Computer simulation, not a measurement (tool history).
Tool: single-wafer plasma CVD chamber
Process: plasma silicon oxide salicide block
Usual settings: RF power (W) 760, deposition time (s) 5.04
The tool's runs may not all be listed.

| run | hour | RF power (W) | deposition time (s) | read-back reference wafer on the same gauge, thickness_nm | mean film thickness on the monitor wafer (nm) |
|---|---|---|---|---|---|
| 1 | 0 | 760 | 5.04 | 68.212 | 59.824 |
| 2 | 67.7 | 760 | 5.04 | 68.267 | 59.764 |
| 3 | 122.3 | 760 | 5.04 | 68.226 | 59.851 |
| 4 | 152.5 | 760 | 5.04 | 68.194 | 59.633 |
| 5 | 200.9 | 760 | 5.04 | 68.188 | 59.752 |
| 6 | 250.8 | 760 | 5.04 | 68.249 | 59.713 |
| 7 | 319.9 | 760 | 5.04 | 68.192 | 59.515 |
| 8 | 346.5 | 760 | 4.39 | 68.166 | 52.086 |
| 9 | 397.6 | 760 | 4.39 | 68.257 | 51.731 |
| 10 | 456.8 | 760 | 4.39 | 68.205 | 51.702 |
| 11 | 497.1 | 760 | 4.7 | 68.269 | 55.652 |
| 12 | 536.8 | 760 | 4.7 | 68.26 | 55.676 |
| 13 | 601.6 | 850 | 5.04 | 68.279 | 61.684 |
| 14 | 636.6 | 850 | 5.04 | 68.205 | 61.758 |
| 15 | 705.8 | 685 | 5.04 | 68.204 | 57.187 |
|  | 724.5 | gauge calibrated |
| 16 | 913 | 910 | 5.5 | 68.171 | 68.713 |
| 17 | 982.1 | 650 | 4.09 | 68.18 | 45.499 |
|  | 1024.8 | RF generator calibrated |
| 18 | 1036.5 | 815 | 5.93 | 68.166 | 72.503 |
|  | 1049.9 | showerhead replaced |
| 19 | 1081.4 | 830 | 5.44 | 68.217 | 66.872 |
| 20 | 1148.4 | 870 | 5.7 | 68.187 | 71.253 |
| 21 | 1192.2 | 880 | 4.17 | 68.182 | 52.066 |
| 22 | 1252.6 | 810 | 4.65 | 68.234 | 56.473 |
| 23 | 1288.7 | 655 | 4.06 | 68.189 | 45.896 |
| 24 | 1314.5 | 760 | 5.04 | 68.184 | 60.029 |
| 25 | 1382.2 | 650 | 5.48 | 68.207 | 61.379 |
| 26 | 1407.6 | 685 | 4.61 | 68.14 | 52.984 |
| 27 | 1448.8 | 670 | 5.04 | 68.246 | 57.325 |
| 28 | 1473.6 | 760 | 5.04 | 68.179 | 59.949 |

Hidden state or all else? Some run-to-run changes of mean film thickness on the monitor wafer (nm), split into what the settings, what came in and random variation would give without the hidden state, and what is left for the hidden state (with any gauge scatter that isn't in both results):
The hidden state here: delivered RF power above the setpoint (%); gauge reads high (%).
Run 16 -> 17: RF power (W) 910 -> 650, deposition time (s) 5.5 -> 4.09. mean film thickness on the monitor wafer (nm) -23.214: hidden state +0.342, all else -23.556.
Run 17 -> 18: RF power (W) 650 -> 815, deposition time (s) 4.09 -> 5.93, RF generator calibrated. mean film thickness on the monitor wafer (nm) +27.004: hidden state +0.694, all else +26.31.
